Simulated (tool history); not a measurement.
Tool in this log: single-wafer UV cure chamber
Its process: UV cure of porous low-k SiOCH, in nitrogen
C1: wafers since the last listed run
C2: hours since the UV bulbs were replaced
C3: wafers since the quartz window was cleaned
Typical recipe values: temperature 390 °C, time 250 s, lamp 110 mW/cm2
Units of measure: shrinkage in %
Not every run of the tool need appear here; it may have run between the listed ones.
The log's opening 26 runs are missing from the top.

Run 27, hour 2128.3: usual settings but temperature 403 °C, time 290 s; C1 877; C2 518.0; C3 2570. Result: shrinkage 14.147 %.
Run 28, hour 2171.6: usual settings but temperature 373 °C, time 345 s, lamp 132 mW/cm2; C1 355; C2 561.3; C3 2925. Result: shrinkage 15.607 %.
Run 29, hour 2258.7: usual settings but temperature 380 °C, lamp 146 mW/cm2; C1 714; C2 648.4; C3 3640. Result: shrinkage 14.303 %.
At hour 2318.2: quartz window cleaned.
Run 30, hour 2356.5: usual settings but time 200 s, lamp 146 mW/cm2; C1 736; C2 746.2; C3 314. Result: shrinkage 13.244 %.
Run 31, hour 2439.4: usual settings but temperature 372 °C; C1 679; C2 829.1; C3 994. Result: shrinkage 12.457 %.
Run 32, hour 2509.1: usual settings but temperature 404 °C, time 345 s; C1 571; C2 898.8; C3 1565. Result: shrinkage 14.644 %.
Run 33, hour 2577.4: usual settings but time 295 s, lamp 81 mW/cm2; C1 560; C2 967.1; C3 2125. Result: shrinkage 12.029 %.
Run 34, hour 2657.6: usual settings; C1 657; C2 1047.3; C3 2783. Result: shrinkage 12.630 %.

Alternative continuations, all from the tool just after run 34; predict every row:
Run A, hour 2658.1: usual settings but lamp 80 mW/cm2; C1 4; C2 1047.8; C3 2787. Result: shrinkage ?.
Run B, hour 2658.1: usual settings but lamp 72 mW/cm2; C1 4; C2 1047.8; C3 2787. Result: shrinkage ?.
Run C, hour 2658.1: usual settings but temperature 403 °C, time 345 s, lamp 135 mW/cm2; C1 4; C2 1047.8; C3 2787. Result: shrinkage ?.

run  shrinkage
  A     10.823
  B     10.344
  C     15.120
With the hidden condition removed and each run's random variation left untouched, the same runs would have given:
run  shrinkage
  A     11.508
  B     11.021
  C     15.861
